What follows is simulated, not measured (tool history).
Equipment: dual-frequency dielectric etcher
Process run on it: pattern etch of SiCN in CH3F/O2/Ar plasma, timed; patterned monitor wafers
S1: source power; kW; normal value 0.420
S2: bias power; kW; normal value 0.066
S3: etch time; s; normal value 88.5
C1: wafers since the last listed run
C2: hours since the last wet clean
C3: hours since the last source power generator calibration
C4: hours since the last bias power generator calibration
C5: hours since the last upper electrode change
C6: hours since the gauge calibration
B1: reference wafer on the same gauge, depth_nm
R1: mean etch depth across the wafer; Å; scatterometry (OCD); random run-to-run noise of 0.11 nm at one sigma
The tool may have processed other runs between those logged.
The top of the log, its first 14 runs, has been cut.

Run 15, hour 202.8: usual settings but S2 0.072 kW, S3 73.5 s; C1 148; C2 459.1; C3 2378.8; C4 24.2; C5 75.4; C6 95.0; B1 33.57. Result: R1 276.1 Å.
At hour 232.8: wet clean of the chamber.
Run 16, hour 233.3: usual settings; C1 74; C2 0.5; C3 2409.3; C4 54.7; C5 105.9; C6 125.5; B1 33.59. Result: R1 320.0 Å.
Run 17, hour 235.7: usual settings; C1 27; C2 2.9; C3 2411.7; C4 57.1; C5 108.3; C6 127.9; B1 33.61. Result: R1 319.9 Å.
Run 18, hour 247.0: usual settings but S1 0.500 kW, S2 0.075 kW, S3 76.5 s; C1 129; C2 14.2; C3 2423.0; C4 68.4; C5 119.6; C6 139.2; B1 33.59. Result: R1 308.5 Å.
At hour 254.1: source power generator calibrated.
Run 19, hour 263.3: usual settings but S3 74.0 s; C1 141; C2 30.5; C3 9.2; C4 84.7; C5 135.9; C6 155.5; B1 33.63. Result: R1 268.0 Å.
Run 20, hour 296.7: usual settings but S2 0.058 kW; C1 383; C2 63.9; C3 42.6; C4 118.1; C5 169.3; C6 188.9; B1 33.65. Result: R1 303.1 Å.
Run 21, hour 304.9: usual settings but S3 106.5 s; C1 94; C2 72.1; C3 50.8; C4 126.3; C5 177.5; C6 197.1; B1 33.57. Result: R1 387.4 Å.
Run 22, hour 316.2: usual settings; C1 129; C2 83.4; C3 62.1; C4 137.6; C5 188.8; C6 208.4; B1 33.61. Result: R1 322.8 Å.
Run 23, hour 327.3: usual settings; C1 127; C2 94.5; C3 73.2; C4 148.7; C5 199.9; C6 219.5; B1 33.63. Result: R1 320.4 Å.
Run 24, hour 343.2: usual settings but S1 0.450 kW, S2 0.075 kW, S3 98.5 s; C1 182; C2 110.4; C3 89.1; C4 164.6; C5 215.8; C6 235.4; B1 33.60. Result: R1 383.5 Å.
Run 25, hour 355.9: usual settings but S1 0.460 kW, S2 0.082 kW, S3 109.0 s; C1 145; C2 123.1; C3 101.8; C4 177.3; C5 228.5; C6 248.1; B1 33.58. Result: R1 442.7 Å.
Run 26, hour 368.2: usual settings but S2 0.055 kW; C1 141; C2 135.4; C3 114.1; C4 189.6; C5 240.8; C6 260.4; B1 33.56. Result: R1 297.0 Å.
Run 27, hour 383.5: usual settings but S1 0.500 kW, S2 0.057 kW, S3 109.0 s; C1 175; C2 150.7; C3 129.4; C4 204.9; C5 256.1; C6 275.7; B1 33.62. Result: R1 391.2 Å.
Run 28, hour 392.3: usual settings but S1 0.450 kW; C1 101; C2 159.5; C3 138.2; C4 213.7; C5 264.9; C6 284.5; B1 33.60. Result: R1 327.4 Å.
Run 29, hour 401.2: usual settings; C1 102; C2 168.4; C3 147.1; C4 222.6; C5 273.8; C6 293.4; B1 33.58. Result: R1 318.3 Å.
Run 30, hour 409.2: usual settings but S1 0.450 kW, S2 0.077 kW, S3 76.5 s; C1 91; C2 176.4; C3 155.1; C4 230.6; C5 281.8; C6 301.4; B1 33.58. Result: R1 302.3 Å.

Consider 4 possible next runs. They are alternatives, not a sequence: every one starts from the tool as it was left by run 30. What does each give?
Run A, hour 409.6: usual settings but S1 0.380 kW; C1 4; C2 176.8; C3 155.5; C4 231.0; C5 282.2; C6 301.8; B1 ?. Result: R1 ?.
Run B, hour 409.6: usual settings but S3 103.5 s; C1 4; C2 176.8; C3 155.5; C4 231.0; C5 282.2; C6 301.8; B1 ?. Result: R1 ?.
Run C, hour 409.6: usual settings but S1 0.350 kW; C1 4; C2 176.8; C3 155.5; C4 231.0; C5 282.2; C6 301.8; B1 ?. Result: R1 ?.
Run D, hour 409.6: usual settings but S1 0.360 kW, S2 0.077 kW, S3 104.5 s; C1 4; C2 176.8; C3 155.5; C4 231.0; C5 282.2; C6 301.8; B1 ?. Result: R1 ?.

run     B1     R1
  A  33.62  311.0
  B  33.62  374.5
  C  33.62  303.8
  D  33.62  386.2
Take away the tool's hidden state, keep each run's random variation, and the runs would have read:
run     R1
  A  311.0
  B  374.5
  C  303.8
  D  386.2
